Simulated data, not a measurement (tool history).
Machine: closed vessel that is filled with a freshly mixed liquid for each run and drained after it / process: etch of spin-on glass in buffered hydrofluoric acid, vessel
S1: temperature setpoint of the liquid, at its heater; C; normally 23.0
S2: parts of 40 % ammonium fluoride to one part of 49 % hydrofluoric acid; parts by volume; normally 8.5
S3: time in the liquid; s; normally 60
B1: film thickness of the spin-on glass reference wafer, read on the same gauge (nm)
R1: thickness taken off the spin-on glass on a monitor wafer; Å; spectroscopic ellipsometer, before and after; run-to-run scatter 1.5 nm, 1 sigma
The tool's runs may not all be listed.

Run 1, day 0.000: usual settings; B1 30.00. Result: R1 3466.4 Å.
Run 2, day 0.279: usual settings but S1 26.5 C, S2 6.0 parts by volume; B1 30.01. Result: R1 5730.2 Å.
Run 3, day 0.688: usual settings but S1 26.5 C, S2 6.0 parts by volume; B1 29.98. Result: R1 5811.3 Å.
Run 4, day 1.117: usual settings but S1 26.5 C, S2 6.0 parts by volume; B1 29.97. Result: R1 5757.6 Å.
Run 5, day 1.375: usual settings but S1 20.5 C; B1 30.01. Result: R1 3050.4 Å.
Run 6, day 1.696: usual settings but S1 20.5 C; B1 30.05. Result: R1 3006.3 Å.
Run 7, day 1.958: usual settings but S1 20.5 C; B1 29.99. Result: R1 3022.4 Å.
Run 8, day 2.446: usual settings but S2 6.5 parts by volume; B1 29.97. Result: R1 4452.7 Å.
Run 9, day 2.883: usual settings but S2 6.5 parts by volume; B1 29.97. Result: R1 4469.1 Å.
Run 10, day 3.338: usual settings but S2 6.5 parts by volume; B1 30.00. Result: R1 4491.1 Å.
Run 11, day 3.867: usual settings but S2 9.5 parts by volume; B1 30.01. Result: R1 3117.5 Å.
At day 4.088: gauge calibrated.
Run 12, day 4.192: usual settings; B1 30.00. Result: R1 3514.1 Å.
Run 13, day 4.912: usual settings but S1 21.5 C, S2 10.0 parts by volume, S3 75 s; B1 29.95. Result: R1 3387.9 Å.
Run 14, day 5.296: usual settings but S2 6.0 parts by volume, S3 50 s; B1 30.01. Result: R1 4030.9 Å.
Run 15, day 5.700: usual settings; B1 30.00. Result: R1 3491.6 Å.
Run 16, day 6.288: usual settings but S3 85 s; B1 29.97. Result: R1 4974.5 Å.
Run 17, day 6.921: usual settings but S1 24.0 C; B1 29.99. Result: R1 3729.7 Å.
Run 18, day 7.604: usual settings; B1 30.04. Result: R1 3533.7 Å.
Run 19, day 7.942: usual settings but S3 45 s; B1 30.01. Result: R1 2661.9 Å.
At day 8.138: thermometer replaced.
Run 20, day 8.433: usual settings but S3 30 s; B1 29.98. Result: R1 1570.2 Å.
Run 21, day 8.950: usual settings; B1 30.01. Result: R1 3146.5 Å.
Run 22, day 9.279: usual settings but S1 26.5 C; B1 29.96. Result: R1 3772.3 Å.
Run 23, day 9.704: usual settings but S1 21.0 C, S2 7.0 parts by volume; B1 30.01. Result: R1 3386.4 Å.
At day 9.842: hydrofluoric acid flow meter replaced.
Run 24, day 10.408: usual settings but S1 25.5 C; B1 30.00. Result: R1 3178.1 Å.
Run 25, day 11.021: usual settings but S1 20.0 C, S2 6.5 parts by volume, S3 95 s; B1 30.05. Result: R1 4938.7 Å.
Run 26, day 11.533: usual settings; B1 30.00. Result: R1 2784.1 Å.
Run 27, day 11.808: usual settings but S1 25.5 C, S2 6.5 parts by volume; B1 30.02. Result: R1 4173.2 Å.
Run 28, day 12.083: usual settings but S2 6.0 parts by volume, S3 50 s; B1 29.99. Result: R1 3261.7 Å.
Run 29, day 12.788: usual settings; B1 29.98. Result: R1 2786.9 Å.
Run 30, day 13.442: usual settings but S3 75 s; B1 29.96. Result: R1 3505.2 Å.
Run 31, day 13.783: usual settings but S1 21.0 C, S2 11.5 parts by volume, S3 40 s; B1 30.01. Result: R1 1287.1 Å.

Estimate the outcome of run 32 from the log above:
Run 32, day 14.300: usual settings but S1 21.0 C; B1 ?. Result: R1 ?.

B1: 30.00
R1: 2524.2 Å
If the tool had no hidden condition, the same run with the same run-to-run variation would have returned R1 2456.6 Å.

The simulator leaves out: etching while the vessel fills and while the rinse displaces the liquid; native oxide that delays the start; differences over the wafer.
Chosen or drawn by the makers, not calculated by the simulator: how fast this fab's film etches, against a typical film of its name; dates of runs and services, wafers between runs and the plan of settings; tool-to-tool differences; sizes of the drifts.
